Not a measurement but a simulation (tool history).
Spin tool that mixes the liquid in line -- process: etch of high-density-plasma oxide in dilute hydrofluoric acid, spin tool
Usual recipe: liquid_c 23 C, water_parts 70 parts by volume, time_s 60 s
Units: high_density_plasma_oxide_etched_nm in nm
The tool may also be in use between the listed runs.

run     day  liquid_c  water_parts  time_s  read-back film thickness of the high-density-plasma oxide reference wafer, read on the same gauge (nm)  high_density_plasma_oxide_etched_nm
  1       0        23           80      70                                                                                                  71.899                                4.704
      2.425  -- hydrofluoric acid flow meter replaced
  2   2.792        23           50      60                                                                                                   72.17                                6.699
  3   4.008        23           50      60                                                                                                  72.284                                6.753
  4   5.771        23           50      60                                                                                                  72.501                                6.821
  5   8.296      26.5           70      60                                                                                                  72.756                                5.482
  6  10.112      26.5           70      60                                                                                                  72.974                                 5.39
  7  12.142        23           70      60                                                                                                   73.14                                4.803
  8  13.346        23           70      60                                                                                                  73.329                                4.767
  9    15.3        23           70      60                                                                                                  73.549                                 4.83
 10  17.321        23           70      60                                                                                                  73.795                                4.792
 11  19.396        23           70      60                                                                                                  74.117                                4.818
     20.621  -- gauge calibrated
 12  21.012        20           70      60                                                                                                  70.023                                4.048
 13    22.8        20           70      60                                                                                                  70.008                                4.035
 14  24.558        23           70      60                                                                                                  70.021                                 4.55
 15  32.171      24.5           40      35                                                                                                  70.126                                5.132
 16   33.95      21.5           50      75                                                                                                  70.174                                7.615
 17  36.212        23           70      90                                                                                                  70.257                                6.931
     36.854  -- hydrofluoric acid flow meter replaced
     37.517  -- thermometer replaced
 18  38.429        23           70      35                                                                                                  70.321                                 2.67
 19  39.875        20           55      60                                                                                                  70.457                                5.273
 20  42.096        23           70      50                                                                                                  70.544                                3.865
 21  43.596        23           70      75                                                                                                  70.582                                 5.79
 22  45.883        18           90      85                                                                                                  70.753                                4.031
 23  48.633      26.5           40      60                                                                                                  70.839                                9.753
 24  50.375        23           70      60                                                                                                  71.012                                4.618
 25  52.067        23           70      60                                                                                                  71.142                                4.642
 26  54.046      18.5           70      30                                                                                                  71.253                                 1.91
 27    56.4        23           40      75                                                                                                  71.498                               10.693
 28  57.975        23           70      60                                                                                                  71.575                                4.702
 29  60.171        23           50      75                                                                                                  71.785                                8.356
 30  62.521        21          100      50                                                                                                  71.993                                2.447
     63.904  -- hydrofluoric acid flow meter replaced
 31  64.225        23           70      60                                                                                                  72.168                                4.724
 32  66.596        23           70      60                                                                                                  72.367                                4.742

4 ways to go on from here, each from the tool as it stands after run 32. What would each give?
  A  66.612      24.5           70      60                                                                                                       ?                                    ?
  B  66.612      19.5           45      60                                                                                                       ?                                    ?
  C  66.612        23           95      40                                                                                                       ?                                    ?
  D  66.612      25.5           40      60                                                                                                       ?                                    ?

run  read-back film thickness of the high-density-plasma oxide reference wafer, read on the same gauge (nm)  high_density_plasma_oxide_etched_nm
  A                                                                                                  72.423                                5.002
  B                                                                                                  72.423                                 6.52
  C                                                                                                  72.423                                2.242
  D                                                                                                  72.423                                9.493
The same runs, with their run-to-run variation unchanged, on a tool lacking any hidden condition would have given:
run  high_density_plasma_oxide_etched_nm
  A                                4.835
  B                                6.303
  C                                2.167
  D                                9.176
